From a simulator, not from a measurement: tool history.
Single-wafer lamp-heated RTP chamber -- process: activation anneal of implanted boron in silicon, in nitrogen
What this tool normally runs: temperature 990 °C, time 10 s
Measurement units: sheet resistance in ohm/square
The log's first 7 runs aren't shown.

run	hour	temperature	time	wafers since the last listed run	wafers since the last pyrometer calibration	wafers since the reflector plate was cleaned	hours since the gauge calibration	read-back reference wafer on the same gauge, sheet resistance	sheet resistance
8	370.7	990	5	492	852	3613	1009.0	182.84	164.34
9	434.3	990	10	699	1552	4313	1072.6	183.07	160.63
10	461.3	990	10	297	1849	4610	1099.6	183.02	160.78
11	525.5	990	10	706	2555	5316	1163.8	182.89	159.76
12	576.1	990	10	556	3112	5873	1214.4	183.21	159.34
# hour 597.9: pyrometer window cleaned and pyrometer calibrated
13	629.4	990	10	498	346	6372	1267.7	183.03	160.75
14	666.2	990	10	404	751	6776	1304.5	183.22	160.77
15	706.4	990	10	442	1193	7219	1344.7	183.02	159.99
16	751.0	966	14	490	1684	7710	1389.3	183.08	178.13

The next listed run, before its measurement:
17	787.0	979	8	396	2080	8106	1425.3	?	?

read-back reference wafer on the same gauge, sheet resistance: 182.83
sheet resistance: 169.11 ohm/square
On a tool with no hidden condition, and with the same random variation, this run would have come out at sheet resistance 171.10 ohm/square.
